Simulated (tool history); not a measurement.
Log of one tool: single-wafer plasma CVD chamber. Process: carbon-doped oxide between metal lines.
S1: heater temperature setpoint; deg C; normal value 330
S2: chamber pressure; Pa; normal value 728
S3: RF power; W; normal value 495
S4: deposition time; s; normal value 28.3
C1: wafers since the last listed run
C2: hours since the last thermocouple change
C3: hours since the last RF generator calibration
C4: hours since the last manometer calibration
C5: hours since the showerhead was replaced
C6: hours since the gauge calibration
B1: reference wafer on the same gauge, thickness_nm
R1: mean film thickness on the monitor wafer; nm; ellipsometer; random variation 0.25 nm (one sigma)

| run | hour | S1 | S2 | S3 | S4 | C1 | C2 | C3 | C4 | C5 | C6 | B1 | R1 |
|---|---|---|---|---|---|---|---|---|---|---|---|---|---|
| 1 | 0 | 330 | 728 | 495 | 24 | 0 | 1125.3 | 1036 | 1740.8 | 7088.4 | 361.8 | 123.992 | 120.97 |
| 2 | 30 | 325 | 655 | 495 | 28.3 | 696 | 1155.3 | 1066 | 1770.8 | 7118.4 | 391.8 | 124.004 | 142.008 |
| 3 | 51.4 | 325 | 655 | 495 | 28.3 | 496 | 1176.7 | 1087.4 | 1792.2 | 7139.8 | 413.2 | 124.023 | 142.605 |
| 4 | 80.5 | 325 | 655 | 495 | 28.3 | 675 | 1205.8 | 1116.5 | 1821.3 | 7168.9 | 442.3 | 124.027 | 141.917 |
| 5 | 104.8 | 330 | 728 | 495 | 28.3 | 564 | 1230.1 | 1140.8 | 1845.6 | 7193.2 | 466.6 | 123.971 | 141.765 |
| 6 | 131.4 | 330 | 728 | 495 | 28.3 | 617 | 1256.7 | 1167.4 | 1872.2 | 7219.8 | 493.2 | 123.977 | 142.337 |
| 7 | 218.7 | 330 | 728 | 495 | 28.3 | 2026 | 1344 | 1254.7 | 1959.5 | 7307.1 | 580.5 | 123.999 | 142.539 |
|  | 242.7 | capacitance manometer re-zeroed and calibrated |
|  | 264.6 | showerhead replaced |
| 8 | 268.4 | 330 | 728 | 495 | 28.3 | 782 | 1393.7 | 1304.4 | 25.7 | 3.8 | 630.2 | 124.008 | 142.591 |
| 9 | 287.9 | 330 | 728 | 495 | 28.3 | 452 | 1413.2 | 1323.9 | 45.2 | 23.3 | 649.7 | 123.917 | 142.761 |
|  | 297.6 | thermocouple changed; heater temperature recalibrated |
| 10 | 300.6 | 330 | 728 | 495 | 28.3 | 109 | 3 | 1336.6 | 57.9 | 36 | 662.4 | 123.997 | 139.672 |
|  | 300.9 | gauge calibrated |
| 11 | 325.7 | 341 | 728 | 430 | 33 | 582 | 28.1 | 1361.7 | 83 | 61.1 | 24.8 | 124.026 | 134.305 |

The next listed run, before its measurement:
| 12 | 361.3 | 330 | 664 | 495 | 28.3 | 826 | 63.7 | 1397.3 | 118.6 | 96.7 | 60.4 | ? | ? |

{"run 12": {"B1": 123.989, "R1": 137.906}}
Without the tool's hidden state the same run would have given R1 144.299 nm.

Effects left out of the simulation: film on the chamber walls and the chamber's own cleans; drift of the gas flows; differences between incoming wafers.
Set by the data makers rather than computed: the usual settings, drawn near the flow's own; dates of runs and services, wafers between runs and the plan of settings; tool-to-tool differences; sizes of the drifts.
